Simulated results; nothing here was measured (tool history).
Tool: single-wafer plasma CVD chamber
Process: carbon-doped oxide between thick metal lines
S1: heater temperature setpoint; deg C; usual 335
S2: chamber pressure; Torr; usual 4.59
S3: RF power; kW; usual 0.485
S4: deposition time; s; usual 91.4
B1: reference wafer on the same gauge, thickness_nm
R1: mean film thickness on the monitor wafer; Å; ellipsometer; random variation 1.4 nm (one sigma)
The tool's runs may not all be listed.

| run | day | S1 | S2 | S3 | S4 | B1 | R1 |
|---|---|---|---|---|---|---|---|
| 1 | 0.000 | 335 | 4.59 | 0.485 | 91.4 | 437.312 | 4529.30 |
| 2 | 0.483 | 335 | 4.59 | 0.485 | 91.4 | 436.590 | 4528.65 |
| 3 | 1.200 | 335 | 4.59 | 0.485 | 91.4 | 437.254 | 4532.39 |
| 4 | 1.942 | 335 | 4.59 | 0.485 | 91.4 | 437.050 | 4533.82 |
| 5 | 2.479 | 335 | 4.59 | 0.485 | 91.4 | 436.486 | 4531.51 |
|  | 3.075 | gauge calibrated |
| 6 | 3.100 | 335 | 4.59 | 0.485 | 91.4 | 437.382 | 4525.75 |
| 7 | 3.846 | 335 | 4.59 | 0.485 | 91.4 | 436.692 | 4530.16 |
| 8 | 4.375 | 335 | 4.59 | 0.485 | 91.4 | 436.977 | 4510.46 |
| 9 | 5.088 | 335 | 4.59 | 0.485 | 91.4 | 436.774 | 4532.96 |
| 10 | 5.625 | 335 | 4.59 | 0.485 | 99.7 | 437.192 | 4923.85 |
|  | 6.325 | showerhead replaced, of another model than before |
|  | 6.346 | thermocouple changed; heater temperature recalibrated |
| 11 | 6.367 | 335 | 4.59 | 0.485 | 99.7 | 437.212 | 5012.82 |
| 12 | 6.671 | 335 | 3.79 | 0.440 | 91.4 | 437.210 | 4068.19 |
| 13 | 7.292 | 335 | 4.59 | 0.565 | 77.2 | 436.979 | 4163.06 |
|  | 7.729 | RF generator calibrated |
| 14 | 7.779 | 335 | 4.59 | 0.485 | 91.4 | 436.932 | 4725.72 |
| 15 | 8.108 | 326 | 5.16 | 0.430 | 83.3 | 436.965 | 4354.68 |
| 16 | 8.612 | 348 | 3.93 | 0.400 | 74.2 | 436.742 | 3182.77 |
|  | 9.421 | capacitance manometer re-zeroed and calibrated |
| 17 | 9.442 | 335 | 4.59 | 0.485 | 91.4 | 436.732 | 4711.29 |
| 18 | 9.662 | 335 | 3.91 | 0.485 | 91.4 | 437.119 | 4411.65 |
| 19 | 10.321 | 335 | 4.59 | 0.425 | 107.4 | 437.106 | 5215.19 |
| 20 | 10.646 | 323 | 4.59 | 0.485 | 91.4 | 437.155 | 4887.40 |
| 21 | 11.325 | 335 | 4.59 | 0.485 | 91.4 | 437.419 | 4724.60 |
|  | 11.454 | gauge calibrated |
| 22 | 11.800 | 322 | 4.59 | 0.560 | 79.6 | 437.162 | 4525.28 |
| 23 | 12.512 | 335 | 4.59 | 0.485 | 91.4 | 437.260 | 4691.83 |
| 24 | 12.829 | 343 | 5.12 | 0.485 | 107.0 | 437.151 | 5612.81 |
| 25 | 13.096 | 349 | 5.72 | 0.485 | 91.4 | 436.840 | 4826.52 |
| 26 | 13.408 | 320 | 3.54 | 0.525 | 91.4 | 437.197 | 4605.92 |
| 27 | 13.808 | 326 | 4.59 | 0.510 | 75.6 | 436.497 | 4092.80 |

Forecast each of these 5 alternatives for the next run:
| A | 13.825 | 335 | 3.63 | 0.485 | 91.4 | ? | ? |
| B | 13.825 | 326 | 4.59 | 0.530 | 91.4 | ? | ? |
| C | 13.825 | 344 | 4.59 | 0.485 | 91.4 | ? | ? |
| D | 13.825 | 326 | 5.24 | 0.485 | 91.4 | ? | ? |
| E | 13.825 | 326 | 4.59 | 0.485 | 91.4 | ? | ? |

| run | B1 | R1 |
|---|---|---|
| A | 437.219 | 4315.85 |
| B | 437.219 | 5020.18 |
| C | 437.219 | 4605.35 |
| D | 437.219 | 5058.24 |
| E | 437.219 | 4829.29 |
Without the tool's hidden state the same runs would have given:
| run | R1 |
|---|---|
| A | 4349.79 |
| B | 5058.81 |
| C | 4641.57 |
| D | 5098.02 |
| E | 4867.26 |
